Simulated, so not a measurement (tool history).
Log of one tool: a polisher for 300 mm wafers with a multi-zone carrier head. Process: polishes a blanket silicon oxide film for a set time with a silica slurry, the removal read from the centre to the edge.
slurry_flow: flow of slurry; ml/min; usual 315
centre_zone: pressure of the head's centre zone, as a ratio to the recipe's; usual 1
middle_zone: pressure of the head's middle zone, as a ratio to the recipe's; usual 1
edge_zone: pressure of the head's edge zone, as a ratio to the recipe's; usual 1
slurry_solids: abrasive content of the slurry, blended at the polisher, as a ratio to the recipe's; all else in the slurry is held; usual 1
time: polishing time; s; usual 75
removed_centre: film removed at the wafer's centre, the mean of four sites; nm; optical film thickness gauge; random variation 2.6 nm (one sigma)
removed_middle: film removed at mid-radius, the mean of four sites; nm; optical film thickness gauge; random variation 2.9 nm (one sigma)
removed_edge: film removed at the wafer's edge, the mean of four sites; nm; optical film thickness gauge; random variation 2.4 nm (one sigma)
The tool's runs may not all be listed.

run	hour	slurry_flow	centre_zone	middle_zone	edge_zone	slurry_solids	time	incoming thickness of the incoming film, nm	removed_centre	removed_middle	removed_edge
1	0	315	1	1	1	1	75	814.5	304.4	299.3	304.1
# hour 33.4: centre zone pressure recalibrated
2	62.1	315	1	1	1	1	75	798.9	298.4	294	307.1
3	145.6	315	1	1	1	1	75	797.1	296.1	289.8	302.5
# hour 191.3: worn pad replaced by a new one
4	232.4	315	0.92	1	1	1	75	805.8	269.4	285.8	299.7
# hour 312.6: slurry nozzle cleaned, repeated, since the last time left the tool worse
5	326.1	315	1	1	1	1	88	796.7	393.2	378.7	382.6
6	383.8	375	1	1	1.1	1.3	75	799.1	369.3	357.5	374.6
7	483.7	315	1.03	1	1	1.1	75	808.7	346.5	327	331.7
# hour 617: carrier head's membrane replaced by a new one
# hour 679.1: worn pad replaced by a new one
8	695.7	230	0.9	0.96	1	1	68	797.6	250.3	262.6	279.9
# hour 734.5: slurry nozzle cleaned
9	791.2	315	1.1	1	1	1	54	791.4	263.5	225.9	231.9
10	850.9	315	1	1	1	1	75	804.8	333	326.7	325.2
# hour 891.4: edge zone pressure recalibrated
11	913.4	315	1	1	1	1	75	789.9	333	314.2	322.7
# hour 951.8: centre zone pressure recalibrated
12	990.9	315	0.94	1	1	1.1	75	786.7	318.9	334.6	336.8
13	1040.7	315	1	1	1	1	75	807.1	329	322.3	321.5
14	1120	315	1	1	1	1.15	75	800.9	341.1	326.8	334.7
# hour 1158.2: slurry nozzle cleaned
15	1158.7	385	1.08	1	0.88	1	49	810.9	240.8	216.1	202.1
# hour 1178.7: worn pad replaced by a new one
# hour 1232.9: carrier head's membrane replaced by a new one
16	1253.9	245	1.06	1	1.1	0.85	75	803.9	320.5	293.3	310.6
17	1301.7	315	1.1	1	1.05	1	75	790.3	358.8	322.5	329.6
18	1389.7	315	0.89	1	1	1	82	793.5	321.3	345.5	351.8
19	1428.9	315	1	0.9	1	1	75	803.4	325.9	292.6	318.3
20	1523	315	1	1	1	1	75	798.3	327	318.1	325.1

Measured less the same run without the tool's hidden state. The same run-to-run variation is in both; the gauge's scatter may not be:
The hidden state here: removal rate lost through wear of the pad, %; slurry flow missing at the pad, %; deviation of the centre zone's pressure from its setpoint, %; deviation of the edge zone's pressure from its setpoint, %.
run	removed_centre	removed_middle	removed_edge
1	-32.1	-28.1	-20.9
2	-35.5	-31	-23.7
3	-39.1	-33.9	-25.7
4	-38	-35.7	-27
5	-1.8	-1.5	-1.1
6	-3.3	-2.9	-2.4
7	-6.6	-5.6	-4.3
8	-9.7	-9	-7.1
9	-2.2	-1.8	-1.3
10	-4.7	-4.1	-3.1
11	-6.1	-5.2	-4
12	-7.1	-6.6	-5.1
13	-7.8	-6.9	-5.2
14	-8.8	-7.6	-5.9
15	+0	+0	-0.1
16	-4.3	-3.5	-2.8
17	-5	-4	-3.1
18	-6	-5.8	-4.5
19	-6.6	-5.3	-4.3
20	-7.4	-6.5	-5

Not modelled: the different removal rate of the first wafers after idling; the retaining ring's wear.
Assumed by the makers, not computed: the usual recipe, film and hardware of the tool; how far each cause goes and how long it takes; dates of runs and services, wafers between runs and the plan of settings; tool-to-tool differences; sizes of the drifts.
